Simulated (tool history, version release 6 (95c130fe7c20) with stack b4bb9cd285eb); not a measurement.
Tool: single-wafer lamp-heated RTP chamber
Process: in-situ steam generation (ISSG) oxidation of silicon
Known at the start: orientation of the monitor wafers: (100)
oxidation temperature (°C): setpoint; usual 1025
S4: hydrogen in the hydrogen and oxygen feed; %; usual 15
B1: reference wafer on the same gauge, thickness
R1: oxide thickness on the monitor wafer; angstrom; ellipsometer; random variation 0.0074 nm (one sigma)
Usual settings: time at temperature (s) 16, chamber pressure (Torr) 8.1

run 1 day=0.000 | oxidation_temperature_(°C)=1025 time_at_temperature_(s)=19 chamber_pressure_(Torr)=8.1 S4=15 | B1=4.640 | R1=54.47
run 2 day=1.346 | oxidation_temperature_(°C)=1025 time_at_temperature_(s)=16 chamber_pressure_(Torr)=8.1 S4=15 | B1=4.641 | R1=49.94
run 3 day=2.788 | oxidation_temperature_(°C)=1025 time_at_temperature_(s)=16 chamber_pressure_(Torr)=8.1 S4=15 | B1=4.640 | R1=50.15
-- day=4.421 pyrometer window cleaned and pyrometer calibrated
run 4 day=4.442 | oxidation_temperature_(°C)=1025 time_at_temperature_(s)=16 chamber_pressure_(Torr)=8.1 S4=15 | B1=4.640 | R1=49.52
run 5 day=4.908 | oxidation_temperature_(°C)=1025 time_at_temperature_(s)=16 chamber_pressure_(Torr)=8.1 S4=15 | B1=4.643 | R1=49.63
run 6 day=5.517 | oxidation_temperature_(°C)=1025 time_at_temperature_(s)=16 chamber_pressure_(Torr)=8.1 S4=15 | B1=4.640 | R1=49.78
run 7 day=6.721 | oxidation_temperature_(°C)=1025 time_at_temperature_(s)=16 chamber_pressure_(Torr)=8.1 S4=15 | B1=4.640 | R1=49.84
-- day=7.125 gauge calibrated
run 8 day=7.300 | oxidation_temperature_(°C)=1025 time_at_temperature_(s)=16 chamber_pressure_(Torr)=8.1 S4=15 | B1=4.638 | R1=49.70
run 9 day=8.488 | oxidation_temperature_(°C)=1025 time_at_temperature_(s)=16 chamber_pressure_(Torr)=8.1 S4=15 | B1=4.639 | R1=49.76
-- day=12.329 pressure gauge zeroed
run 10 day=12.562 | oxidation_temperature_(°C)=1025 time_at_temperature_(s)=16 chamber_pressure_(Torr)=8.1 S4=15 | B1=4.640 | R1=50.03
run 11 day=13.217 | oxidation_temperature_(°C)=1025 time_at_temperature_(s)=16 chamber_pressure_(Torr)=8.1 S4=15 | B1=4.641 | R1=49.99
-- day=13.862 pyrometer window cleaned and pyrometer calibrated
run 12 day=14.258 | oxidation_temperature_(°C)=1025 time_at_temperature_(s)=16 chamber_pressure_(Torr)=8.1 S4=15 | B1=4.638 | R1=49.53
run 13 day=16.050 | oxidation_temperature_(°C)=1009 time_at_temperature_(s)=10 chamber_pressure_(Torr)=8.1 S4=15 | B1=4.642 | R1=37.48
run 14 day=17.229 | oxidation_temperature_(°C)=1025 time_at_temperature_(s)=20 chamber_pressure_(Torr)=6.9 S4=15 | B1=4.641 | R1=55.27
run 15 day=18.046 | oxidation_temperature_(°C)=1042 time_at_temperature_(s)=21 chamber_pressure_(Torr)=6.9 S4=15 | B1=4.639 | R1=61.79
run 16 day=19.196 | oxidation_temperature_(°C)=1033 time_at_temperature_(s)=18 chamber_pressure_(Torr)=8.1 S4=20 | B1=4.642 | R1=58.64
run 17 day=20.438 | oxidation_temperature_(°C)=1034 time_at_temperature_(s)=16 chamber_pressure_(Torr)=8.1 S4=15 | B1=4.639 | R1=52.08
run 18 day=21.038 | oxidation_temperature_(°C)=1009 time_at_temperature_(s)=19 chamber_pressure_(Torr)=7.5 S4=20 | B1=4.641 | R1=54.06
run 19 day=22.342 | oxidation_temperature_(°C)=1020 time_at_temperature_(s)=19 chamber_pressure_(Torr)=9.1 S4=11 | B1=4.638 | R1=49.51
-- day=23.208 hydrogen flow controller replaced
run 20 day=23.508 | oxidation_temperature_(°C)=1025 time_at_temperature_(s)=12 chamber_pressure_(Torr)=8.1 S4=20 | B1=4.638 | R1=46.73
run 21 day=24.638 | oxidation_temperature_(°C)=1025 time_at_temperature_(s)=16 chamber_pressure_(Torr)=8.1 S4=15 | B1=4.643 | R1=49.99
-- day=25.800 pyrometer window cleaned and pyrometer calibrated
run 22 day=26.071 | oxidation_temperature_(°C)=1009 time_at_temperature_(s)=21 chamber_pressure_(Torr)=8.8 S4=15 | B1=4.637 | R1=52.67
run 23 day=26.917 | oxidation_temperature_(°C)=1014 time_at_temperature_(s)=16 chamber_pressure_(Torr)=6.9 S4=15 | B1=4.642 | R1=46.90
run 24 day=28.308 | oxidation_temperature_(°C)=1043 time_at_temperature_(s)=22 chamber_pressure_(Torr)=6.9 S4=11 | B1=4.639 | R1=59.14
run 25 day=28.967 | oxidation_temperature_(°C)=1025 time_at_temperature_(s)=16 chamber_pressure_(Torr)=8.1 S4=15 | B1=4.639 | R1=49.78
run 26 day=30.083 | oxidation_temperature_(°C)=1025 time_at_temperature_(s)=16 chamber_pressure_(Torr)=8.1 S4=15 | B1=4.637 | R1=49.87
run 27 day=31.046 | oxidation_temperature_(°C)=1025 time_at_temperature_(s)=21 chamber_pressure_(Torr)=8.1 S4=15 | B1=4.638 | R1=57.17
run 28 day=32.179 | oxidation_temperature_(°C)=1016 time_at_temperature_(s)=16 chamber_pressure_(Torr)=8.6 S4=12 | B1=4.641 | R1=45.64
run 29 day=32.825 | oxidation_temperature_(°C)=1025 time_at_temperature_(s)=16 chamber_pressure_(Torr)=8.1 S4=15 | B1=4.645 | R1=50.03
run 30 day=33.746 | oxidation_temperature_(°C)=1025 time_at_temperature_(s)=19 chamber_pressure_(Torr)=9.3 S4=15 | B1=4.642 | R1=54.04

5 ways to go on from here, each from the tool as it stands after run 30. What would each give?
run A day=33.762 | oxidation_temperature_(°C)=1025 time_at_temperature_(s)=16 chamber_pressure_(Torr)=8.1 S4=15 | B1=? | R1=?
run B day=33.762 | oxidation_temperature_(°C)=1037 time_at_temperature_(s)=16 chamber_pressure_(Torr)=8.1 S4=15 | B1=? | R1=?
run C day=33.762 | oxidation_temperature_(°C)=1031 time_at_temperature_(s)=16 chamber_pressure_(Torr)=7.1 S4=15 | B1=? | R1=?
run D day=33.762 | oxidation_temperature_(°C)=1031 time_at_temperature_(s)=16 chamber_pressure_(Torr)=8.1 S4=15 | B1=? | R1=?
run E day=33.762 | oxidation_temperature_(°C)=1007 time_at_temperature_(s)=16 chamber_pressure_(Torr)=7.6 S4=15 | B1=? | R1=?

run=A B1=4.645 R1=49.91
run=B B1=4.645 R1=52.80
run=C B1=4.645 R1=51.02
run=D B1=4.645 R1=51.31
run=E B1=4.645 R1=46.15
Without the tool's hidden state the same runs would have given:
run=A R1=49.47
run=B R1=52.30
run=C R1=50.56
run=D R1=50.84
run=E R1=45.79
